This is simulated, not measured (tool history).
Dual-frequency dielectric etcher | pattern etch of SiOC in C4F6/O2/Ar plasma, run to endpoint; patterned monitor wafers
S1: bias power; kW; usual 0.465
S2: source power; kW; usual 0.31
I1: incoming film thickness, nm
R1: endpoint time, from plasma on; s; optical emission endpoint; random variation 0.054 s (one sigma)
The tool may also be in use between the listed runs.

{"run": 1, "hour": 0.0, "S1": 0.465, "S2": 0.31, "I1": 26.91, "R1": 9.6}
{"hour": 25.5, "done": "wet clean of the chamber"}
{"run": 2, "hour": 87.9, "S1": 0.465, "S2": 0.31, "I1": 26.85, "R1": 9.8}
{"run": 3, "hour": 186.0, "S1": 0.465, "S2": 0.31, "I1": 26.89, "R1": 9.8}
{"run": 4, "hour": 242.6, "S1": 0.465, "S2": 0.31, "I1": 27.13, "R1": 9.7}
{"hour": 434.9, "done": "wet clean of the chamber"}
{"run": 5, "hour": 464.4, "S1": 0.465, "S2": 0.35, "I1": 26.83, "R1": 9.5}
{"run": 6, "hour": 543.2, "S1": 0.465, "S2": 0.35, "I1": 27.02, "R1": 9.4}
{"run": 7, "hour": 582.3, "S1": 0.465, "S2": 0.31, "I1": 26.94, "R1": 9.9}
{"run": 8, "hour": 644.9, "S1": 0.393, "S2": 0.31, "I1": 27.03, "R1": 10.6}
{"hour": 695.5, "done": "upper electrode replaced"}
{"run": 9, "hour": 734.3, "S1": 0.421, "S2": 0.33, "I1": 26.95, "R1": 10}
{"run": 10, "hour": 800.9, "S1": 0.516, "S2": 0.34, "I1": 26.77, "R1": 8.8}
{"hour": 819.1, "done": "bias power generator calibrated"}
{"hour": 945.8, "done": "wet clean of the chamber"}
{"run": 11, "hour": 946.3, "S1": 0.35, "S2": 0.35, "I1": 27.17, "R1": 11}
{"hour": 961.2, "done": "source power generator calibrated"}
{"run": 12, "hour": 1081.3, "S1": 0.539, "S2": 0.29, "I1": 26.82, "R1": 9.3}
{"run": 13, "hour": 1182.1, "S1": 0.414, "S2": 0.31, "I1": 26.61, "R1": 10}
{"run": 14, "hour": 1230.6, "S1": 0.465, "S2": 0.31, "I1": 26.83, "R1": 9.6}
{"run": 15, "hour": 1328.8, "S1": 0.465, "S2": 0.31, "I1": 27.24, "R1": 9.7}

What the log doesn't show, run by run:
bias power that arrives over what is set, %: 0 in every run
source power that arrives over what is set, %: 0 in every run
H1: etch rate over this chamber's usual, %
run=1 H1=4.04
run=2 H1=0.87
run=3 H1=1.78
run=4 H1=2.31
run=5 H1=-0.22
run=6 H1=0.513
run=7 H1=0.877
run=8 H1=1.46
run=9 H1=2.29
run=10 H1=2.91
run=11 H1=0.165
run=12 H1=1.42
run=13 H1=2.36
run=14 H1=2.81
run=15 H1=3.72
